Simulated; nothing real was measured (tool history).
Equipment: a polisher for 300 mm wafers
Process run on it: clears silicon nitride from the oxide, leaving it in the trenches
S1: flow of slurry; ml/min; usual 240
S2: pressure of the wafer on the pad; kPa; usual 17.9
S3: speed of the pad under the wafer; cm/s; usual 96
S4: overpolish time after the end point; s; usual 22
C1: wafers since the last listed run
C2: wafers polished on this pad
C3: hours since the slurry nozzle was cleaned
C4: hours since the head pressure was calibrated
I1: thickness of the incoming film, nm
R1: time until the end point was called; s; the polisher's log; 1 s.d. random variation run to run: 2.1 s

run 1 hour=0.0 | S1=240 S2=17.9 S3=122 S4=22 | C1=0 C2=494 C3=505.9 C4=71.0 | I1=125.5 | R1=119.4
run 2 hour=6.3 | S1=240 S2=17.9 S3=122 S4=22 | C1=28 C2=523 C3=512.2 C4=77.3 | I1=124.5 | R1=119.0
run 3 hour=17.8 | S1=240 S2=17.9 S3=122 S4=22 | C1=52 C2=576 C3=523.7 C4=88.8 | I1=123.8 | R1=114.9
run 4 hour=27.9 | S1=240 S2=17.9 S3=96 S4=22 | C1=46 C2=622 C3=533.8 C4=98.9 | I1=125.9 | R1=148.5
run 5 hour=34.8 | S1=240 S2=17.9 S3=96 S4=22 | C1=31 C2=653 C3=540.7 C4=105.8 | I1=122.4 | R1=144.5
run 6 hour=45.7 | S1=240 S2=17.9 S3=96 S4=22 | C1=49 C2=703 C3=551.6 C4=116.7 | I1=125.5 | R1=156.1
run 7 hour=56.9 | S1=240 S2=17.9 S3=96 S4=22 | C1=51 C2=754 C3=562.8 C4=127.9 | I1=124.3 | R1=155.2
run 8 hour=68.8 | S1=240 S2=17.9 S3=96 S4=22 | C1=54 C2=809 C3=574.7 C4=139.8 | I1=125.3 | R1=155.2
run 9 hour=82.7 | S1=240 S2=17.9 S3=96 S4=22 | C1=63 C2=872 C3=588.6 C4=153.7 | I1=126.6 | R1=154.8
run 10 hour=100.6 | S1=240 S2=17.9 S3=96 S4=22 | C1=81 C2=954 C3=606.5 C4=171.6 | I1=123.0 | R1=153.1
run 11 hour=111.2 | S1=240 S2=17.9 S3=96 S4=30 | C1=48 C2=1003 C3=617.1 C4=182.2 | I1=125.4 | R1=154.8
run 12 hour=121.1 | S1=240 S2=17.9 S3=96 S4=30 | C1=45 C2=1048 C3=627.0 C4=192.1 | I1=125.8 | R1=157.7
run 13 hour=135.8 | S1=240 S2=17.9 S3=96 S4=22 | C1=67 C2=1115 C3=641.7 C4=206.8 | I1=126.1 | R1=160.9
run 14 hour=146.9 | S1=240 S2=17.9 S3=82 S4=28 | C1=50 C2=1166 C3=652.8 C4=217.9 | I1=125.3 | R1=185.8
run 15 hour=159.6 | S1=240 S2=17.9 S3=82 S4=28 | C1=58 C2=1224 C3=665.5 C4=230.6 | I1=125.4 | R1=191.6
-- hour=175.6 worn pad replaced by a new one
run 16 hour=177.3 | S1=180 S2=17.9 S3=96 S4=22 | C1=62 C2=7 C3=683.2 C4=248.3 | I1=126.6 | R1=155.3
run 17 hour=189.3 | S1=180 S2=17.9 S3=96 S4=22 | C1=54 C2=62 C3=695.2 C4=260.3 | I1=126.8 | R1=157.6
run 18 hour=201.2 | S1=180 S2=17.9 S3=96 S4=22 | C1=54 C2=116 C3=707.1 C4=272.2 | I1=123.9 | R1=157.8
run 19 hour=215.7 | S1=240 S2=17.9 S3=96 S4=22 | C1=66 C2=183 C3=721.6 C4=286.7 | I1=127.1 | R1=145.9
run 20 hour=228.7 | S1=240 S2=17.9 S3=96 S4=29 | C1=59 C2=242 C3=734.6 C4=299.7 | I1=123.8 | R1=149.2

Run 21 has not been measured yet. What should we expect?
run 21 hour=238.7 | S1=240 S2=17.9 S3=96 S4=29 | C1=45 C2=288 C3=744.6 C4=309.7 | I1=125.9 | R1=?

{"run 21": {"R1": 149.3}}
The same run, on a tool lacking any hidden state, would have yielded R1 148.3 s.
